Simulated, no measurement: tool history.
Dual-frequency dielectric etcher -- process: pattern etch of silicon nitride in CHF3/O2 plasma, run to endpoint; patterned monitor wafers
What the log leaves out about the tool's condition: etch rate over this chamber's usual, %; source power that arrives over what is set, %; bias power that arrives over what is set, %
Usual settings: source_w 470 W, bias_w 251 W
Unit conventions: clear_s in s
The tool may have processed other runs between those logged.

| run | day | source_w | bias_w | wafers since the last listed run | hours since the last wet clean | hours since the last source power generator calibration | hours since the last bias power generator calibration | hours since the last upper electrode change | incoming incoming film thickness, nm | clear_s |
|---|---|---|---|---|---|---|---|---|---|---|
| 1 | 0 | 470 | 251 | 0 | 313 | 4177 | 2345.5 | 4409.9 | 87.7 | 53.9 |
| 2 | 0.671 | 470 | 251 | 171 | 329.1 | 4193.1 | 2361.6 | 4426 | 89.2 | 55.2 |
| 3 | 0.954 | 470 | 251 | 72 | 335.9 | 4199.9 | 2368.4 | 4432.8 | 87.9 | 54.5 |
| 4 | 1.671 | 470 | 251 | 182 | 353.1 | 4217.1 | 2385.6 | 4450 | 87.5 | 54.4 |
|  | 2.85 | upper electrode replaced |
|  | 3.596 | wet clean of the chamber |
| 5 | 3.617 | 470 | 251 | 50 | 0.5 | 4263.8 | 2432.3 | 18.4 | 89.2 | 49.5 |
| 6 | 3.633 | 470 | 251 | 4 | 0.9 | 4264.2 | 2432.7 | 18.8 | 87.9 | 49 |
| 7 | 3.646 | 470 | 251 | 3 | 1.2 | 4264.5 | 2433 | 19.1 | 89.2 | 49.1 |
| 8 | 3.658 | 470 | 251 | 3 | 1.5 | 4264.8 | 2433.3 | 19.4 | 88.3 | 49 |
|  | 4.542 | bias power generator calibrated |
|  | 4.829 | wet clean of the chamber, repeated, since the last time left the tool worse |
| 9 | 4.85 | 470 | 251 | 187 | 0.5 | 4293.4 | 7.4 | 48 | 88.2 | 52.2 |
| 10 | 4.862 | 390 | 227 | 3 | 0.8 | 4293.7 | 7.7 | 48.3 | 87.5 | 58.3 |
| 11 | 5.271 | 440 | 295 | 104 | 10.6 | 4303.5 | 17.5 | 58.1 | 88 | 48.9 |
| 12 | 5.988 | 520 | 200 | 182 | 27.8 | 4320.7 | 34.7 | 75.3 | 88.5 | 57.2 |
| 13 | 6.671 | 470 | 251 | 174 | 44.2 | 4337.1 | 51.1 | 91.7 | 88.2 | 52.2 |
|  | 7.154 | source power generator calibrated |
| 14 | 7.354 | 550 | 219 | 131 | 60.6 | 4.8 | 67.5 | 108.1 | 88.7 | 53.9 |
| 15 | 7.996 | 470 | 251 | 163 | 76 | 20.2 | 82.9 | 123.5 | 88.2 | 52.8 |
| 16 | 8.675 | 400 | 301 | 173 | 92.3 | 36.5 | 99.2 | 139.8 | 89.6 | 51.6 |
| 17 | 8.933 | 360 | 288 | 65 | 98.5 | 42.7 | 105.4 | 146 | 88.6 | 54.3 |
| 18 | 9.479 | 470 | 304 | 139 | 111.6 | 55.8 | 118.5 | 159.1 | 88.7 | 48.8 |

Take each entry between the runs: how does the hidden state at the last listed run before it differ from the hidden state at the first listed run after it?
Logged between run 4 and run 5: upper electrode replaced (day 2.85); wet clean of the chamber (day 3.596)
  etch rate over this chamber's usual, %: -3.43 -> 6.89
  measured value less the no-hidden-state value, clear_s: +1.9 -> -3.4 s
Logged between run 8 and run 9: bias power generator calibrated (day 4.542); wet clean of the chamber, repeated, since the last time left the tool worse (day 4.829)
  etch rate over this chamber's usual, %: 6.88 -> 0.136
  measured value less the no-hidden-state value, clear_s: -3.3 -> -0.1 s
Logged between run 13 and run 14: source power generator calibrated (day 7.154)
  etch rate over this chamber's usual, %: -0.27 -> -0.422
  measured value less the no-hidden-state value, clear_s: +0.1 -> +0.2 s

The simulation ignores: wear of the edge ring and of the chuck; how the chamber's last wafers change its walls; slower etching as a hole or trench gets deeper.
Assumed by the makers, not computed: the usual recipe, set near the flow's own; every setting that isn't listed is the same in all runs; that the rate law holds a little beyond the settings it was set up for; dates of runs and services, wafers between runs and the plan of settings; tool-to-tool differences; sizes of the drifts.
